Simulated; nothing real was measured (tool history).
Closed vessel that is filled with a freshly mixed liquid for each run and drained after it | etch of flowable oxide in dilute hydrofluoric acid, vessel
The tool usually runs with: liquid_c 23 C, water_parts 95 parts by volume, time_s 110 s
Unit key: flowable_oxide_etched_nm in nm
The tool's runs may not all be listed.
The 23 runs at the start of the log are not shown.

run      day  liquid_c  water_parts  time_s  wafers since the last listed run  hours since the thermometer was replaced  hours since the hydrofluoric acid flow meter was replaced  hours since the gauge calibration  read-back film thickness of the flowable oxide reference wafer, read on the same gauge (nm)  flowable_oxide_etched_nm
 24   76.933        23          130      80                             11071                                      1063                                                      865.4                              418.9                                                                                           90                     20.01
 25   79.654        23           95     110                              8024                                    1128.3                                                      930.7                              484.2                                                                                        90.01                     39.42
 26   83.412        21          135      60                             11084                                    1218.5                                                     1020.9                              574.4                                                                                        90.01                     13.29
 27   85.283        23          135     160                              5517                                    1263.4                                                     1065.8                              619.3                                                                                        89.98                     38.52
 28   88.542        26           95     110                              9609                                    1341.6                                                       1144                              697.5                                                                                           90                     44.21
 29     91.8        28          125      75                              9609                                    1419.8                                                     1222.2                              775.7                                                                                        90.01                     23.84
 30   96.108        23           95     110                             12706                                    1523.2                                                     1325.6                              879.1                                                                                        89.98                     39.24
 31   98.817        23           50      85                              7987                                    1588.2                                                     1390.6                              944.1                                                                                        90.01                     61.15
 32  100.938      20.5           75     175                              6254                                    1639.1                                                     1441.5                                995                                                                                           90                     72.94

What if the next run were any one of these 3? Each begins from the tool's condition after run 32:
  A  100.967        21           95     110                                86                                    1639.8                                                     1442.2                              995.7                                                                                            ?                         ?
  B  100.967        23           75      70                                86                                    1639.8                                                     1442.2                              995.7                                                                                            ?                         ?
  C  100.967        23           70     110                                86                                    1639.8                                                     1442.2                              995.7                                                                                            ?                         ?

run  read-back film thickness of the flowable oxide reference wafer, read on the same gauge (nm)  flowable_oxide_etched_nm
  A                                                                                        89.96                      36.2
  B                                                                                        89.96                     32.44
  C                                                                                        89.96                     54.97
With the hidden condition removed and each run's random variation left untouched, the same runs would have given:
run  flowable_oxide_etched_nm
  A                     37.09
  B                     33.22
  C                     56.29

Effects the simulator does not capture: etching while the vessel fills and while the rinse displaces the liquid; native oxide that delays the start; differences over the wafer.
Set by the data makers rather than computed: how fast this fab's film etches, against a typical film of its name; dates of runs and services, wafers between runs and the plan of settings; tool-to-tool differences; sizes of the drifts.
